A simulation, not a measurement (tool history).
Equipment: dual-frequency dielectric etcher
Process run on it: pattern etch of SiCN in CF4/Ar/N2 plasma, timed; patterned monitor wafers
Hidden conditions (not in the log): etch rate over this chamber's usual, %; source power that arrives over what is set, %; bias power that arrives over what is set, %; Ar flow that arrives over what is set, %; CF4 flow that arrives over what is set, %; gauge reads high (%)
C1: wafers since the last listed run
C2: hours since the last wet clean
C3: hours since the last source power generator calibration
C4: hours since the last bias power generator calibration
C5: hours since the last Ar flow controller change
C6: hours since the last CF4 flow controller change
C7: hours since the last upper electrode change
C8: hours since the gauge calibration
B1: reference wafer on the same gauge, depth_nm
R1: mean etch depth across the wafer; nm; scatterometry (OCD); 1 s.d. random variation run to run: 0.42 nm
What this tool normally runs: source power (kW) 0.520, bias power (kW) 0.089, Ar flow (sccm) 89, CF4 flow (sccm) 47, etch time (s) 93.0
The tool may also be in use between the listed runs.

{"run": 1, "hour": 0.0, "source power (kW)": 0.52, "bias power (kW)": 0.089, "Ar flow (sccm)": 89, "CF4 flow (sccm)": 47, "etch time (s)": 73.0, "C1": 0, "C2": 92.7, "C3": 2328.2, "C4": 3172.2, "C5": 3216.9, "C6": 1570.0, "C7": 1885.5, "C8": 593.8, "B1": 83.3, "R1": 70.4}
{"run": 2, "hour": 27.8, "source power (kW)": 0.52, "bias power (kW)": 0.089, "Ar flow (sccm)": 89, "CF4 flow (sccm)": 47, "etch time (s)": 93.0, "C1": 304, "C2": 120.5, "C3": 2356.0, "C4": 3200.0, "C5": 3244.7, "C6": 1597.8, "C7": 1913.3, "C8": 621.6, "B1": 83.3, "R1": 89.1}
{"run": 3, "hour": 52.1, "source power (kW)": 0.52, "bias power (kW)": 0.089, "Ar flow (sccm)": 89, "CF4 flow (sccm)": 47, "etch time (s)": 107.5, "C1": 266, "C2": 144.8, "C3": 2380.3, "C4": 3224.3, "C5": 3269.0, "C6": 1622.1, "C7": 1937.6, "C8": 645.9, "B1": 83.2, "R1": 102.9}
{"run": 4, "hour": 114.5, "source power (kW)": 0.52, "bias power (kW)": 0.089, "Ar flow (sccm)": 89, "CF4 flow (sccm)": 47, "etch time (s)": 107.5, "C1": 684, "C2": 207.2, "C3": 2442.7, "C4": 3286.7, "C5": 3331.4, "C6": 1684.5, "C7": 2000.0, "C8": 708.3, "B1": 83.3, "R1": 102.9}
{"run": 5, "hour": 181.5, "source power (kW)": 0.52, "bias power (kW)": 0.089, "Ar flow (sccm)": 89, "CF4 flow (sccm)": 47, "etch time (s)": 107.5, "C1": 734, "C2": 274.2, "C3": 2509.7, "C4": 3353.7, "C5": 3398.4, "C6": 1751.5, "C7": 2067.0, "C8": 775.3, "B1": 83.2, "R1": 102.3}
{"run": 6, "hour": 232.1, "source power (kW)": 0.52, "bias power (kW)": 0.089, "Ar flow (sccm)": 89, "CF4 flow (sccm)": 47, "etch time (s)": 93.0, "C1": 554, "C2": 324.8, "C3": 2560.3, "C4": 3404.3, "C5": 3449.0, "C6": 1802.1, "C7": 2117.6, "C8": 825.9, "B1": 83.2, "R1": 88.3}
{"hour": 275.7, "done": "gauge calibrated"}
{"hour": 285.5, "done": "upper electrode replaced"}
{"run": 7, "hour": 286.0, "source power (kW)": 0.52, "bias power (kW)": 0.089, "Ar flow (sccm)": 89, "CF4 flow (sccm)": 47, "etch time (s)": 93.0, "C1": 327, "C2": 378.7, "C3": 2614.2, "C4": 3458.2, "C5": 3502.9, "C6": 1856.0, "C7": 0.5, "C8": 10.3, "B1": 83.3, "R1": 87.4}
{"hour": 305.4, "done": "bias power generator calibrated"}
{"hour": 311.0, "done": "wet clean of the chamber"}
{"hour": 320.1, "done": "Ar flow controller replaced"}
{"run": 8, "hour": 329.5, "source power (kW)": 0.52, "bias power (kW)": 0.089, "Ar flow (sccm)": 89, "CF4 flow (sccm)": 47, "etch time (s)": 93.0, "C1": 306, "C2": 18.5, "C3": 2657.7, "C4": 24.1, "C5": 9.4, "C6": 1899.5, "C7": 44.0, "C8": 53.8, "B1": 83.2, "R1": 90.7}
{"run": 9, "hour": 364.9, "source power (kW)": 0.59, "bias power (kW)": 0.089, "Ar flow (sccm)": 89, "CF4 flow (sccm)": 47, "etch time (s)": 72.5, "C1": 388, "C2": 53.9, "C3": 2693.1, "C4": 59.5, "C5": 44.8, "C6": 1934.9, "C7": 79.4, "C8": 89.2, "B1": 83.2, "R1": 80.1}
{"hour": 417.1, "done": "CF4 flow controller replaced"}
{"run": 10, "hour": 417.6, "source power (kW)": 0.52, "bias power (kW)": 0.089, "Ar flow (sccm)": 89, "CF4 flow (sccm)": 47, "etch time (s)": 93.0, "C1": 512, "C2": 106.6, "C3": 2745.8, "C4": 112.2, "C5": 97.5, "C6": 0.5, "C7": 132.1, "C8": 141.9, "B1": 83.2, "R1": 89.4}
{"run": 11, "hour": 469.8, "source power (kW)": 0.52, "bias power (kW)": 0.089, "Ar flow (sccm)": 89, "CF4 flow (sccm)": 47, "etch time (s)": 110.0, "C1": 572, "C2": 158.8, "C3": 2798.0, "C4": 164.4, "C5": 149.7, "C6": 52.7, "C7": 184.3, "C8": 194.1, "B1": 83.2, "R1": 105.8}
{"run": 12, "hour": 518.6, "source power (kW)": 0.52, "bias power (kW)": 0.08, "Ar flow (sccm)": 89, "CF4 flow (sccm)": 54, "etch time (s)": 73.5, "C1": 535, "C2": 207.6, "C3": 2846.8, "C4": 213.2, "C5": 198.5, "C6": 101.5, "C7": 233.1, "C8": 242.9, "B1": 83.2, "R1": 70.0}
{"run": 13, "hour": 547.3, "source power (kW)": 0.6, "bias power (kW)": 0.109, "Ar flow (sccm)": 71, "CF4 flow (sccm)": 56, "etch time (s)": 93.0, "C1": 314, "C2": 236.3, "C3": 2875.5, "C4": 241.9, "C5": 227.2, "C6": 130.2, "C7": 261.8, "C8": 271.6, "B1": 83.3, "R1": 116.7}
{"hour": 626.9, "done": "source power generator calibrated"}
{"run": 14, "hour": 691.4, "source power (kW)": 0.52, "bias power (kW)": 0.089, "Ar flow (sccm)": 89, "CF4 flow (sccm)": 47, "etch time (s)": 93.0, "C1": 1536, "C2": 380.4, "C3": 64.5, "C4": 386.0, "C5": 371.3, "C6": 274.3, "C7": 405.9, "C8": 415.7, "B1": 83.3, "R1": 87.8}
{"run": 15, "hour": 722.1, "source power (kW)": 0.52, "bias power (kW)": 0.106, "Ar flow (sccm)": 89, "CF4 flow (sccm)": 50, "etch time (s)": 93.0, "C1": 336, "C2": 411.1, "C3": 95.2, "C4": 416.7, "C5": 402.0, "C6": 305.0, "C7": 436.6, "C8": 446.4, "B1": 83.2, "R1": 92.1}
{"hour": 762.3, "done": "wet clean of the chamber"}
{"run": 16, "hour": 762.8, "source power (kW)": 0.52, "bias power (kW)": 0.089, "Ar flow (sccm)": 96, "CF4 flow (sccm)": 50, "etch time (s)": 93.0, "C1": 183, "C2": 0.5, "C3": 135.9, "C4": 457.4, "C5": 442.7, "C6": 345.7, "C7": 477.3, "C8": 487.1, "B1": 83.2, "R1": 90.3}
{"run": 17, "hour": 783.8, "source power (kW)": 0.52, "bias power (kW)": 0.089, "Ar flow (sccm)": 89, "CF4 flow (sccm)": 47, "etch time (s)": 93.0, "C1": 230, "C2": 21.5, "C3": 156.9, "C4": 478.4, "C5": 463.7, "C6": 366.7, "C7": 498.3, "C8": 508.1, "B1": 83.3, "R1": 90.0}
{"run": 18, "hour": 842.5, "source power (kW)": 0.52, "bias power (kW)": 0.111, "Ar flow (sccm)": 73, "CF4 flow (sccm)": 50, "etch time (s)": 93.0, "C1": 643, "C2": 80.2, "C3": 215.6, "C4": 537.1, "C5": 522.4, "C6": 425.4, "C7": 557.0, "C8": 566.8, "B1": 83.2, "R1": 100.2}

Here are 4 independent what-if runs from the current tool condition. What would each one return?
{"run": "A", "hour": 842.9, "source power (kW)": 0.52, "bias power (kW)": 0.089, "Ar flow (sccm)": 89, "CF4 flow (sccm)": 47, "etch time (s)": 93.0, "C1": 4, "C2": 80.6, "C3": 216.0, "C4": 537.5, "C5": 522.8, "C6": 425.8, "C7": 557.4, "C8": 567.2, "B1": "?", "R1": "?"}
{"run": "B", "hour": 842.9, "source power (kW)": 0.47, "bias power (kW)": 0.089, "Ar flow (sccm)": 89, "CF4 flow (sccm)": 47, "etch time (s)": 74.0, "C1": 4, "C2": 80.6, "C3": 216.0, "C4": 537.5, "C5": 522.8, "C6": 425.8, "C7": 557.4, "C8": 567.2, "B1": "?", "R1": "?"}
{"run": "C", "hour": 842.9, "source power (kW)": 0.62, "bias power (kW)": 0.089, "Ar flow (sccm)": 89, "CF4 flow (sccm)": 47, "etch time (s)": 93.0, "C1": 4, "C2": 80.6, "C3": 216.0, "C4": 537.5, "C5": 522.8, "C6": 425.8, "C7": 557.4, "C8": 567.2, "B1": "?", "R1": "?"}
{"run": "D", "hour": 842.9, "source power (kW)": 0.59, "bias power (kW)": 0.071, "Ar flow (sccm)": 89, "CF4 flow (sccm)": 38, "etch time (s)": 93.0, "C1": 4, "C2": 80.6, "C3": 216.0, "C4": 537.5, "C5": 522.8, "C6": 425.8, "C7": 557.4, "C8": 567.2, "B1": "?", "R1": "?"}

run=A B1=83.3 R1=90.0
run=B B1=83.3 R1=64.4
run=C B1=83.3 R1=107.9
run=D B1=83.3 R1=92.8
The same runs, with their run-to-run variation unchanged, on a tool lacking any hidden condition would have given:
run=A R1=90.1
run=B R1=64.5
run=C R1=108.1
run=D R1=92.9
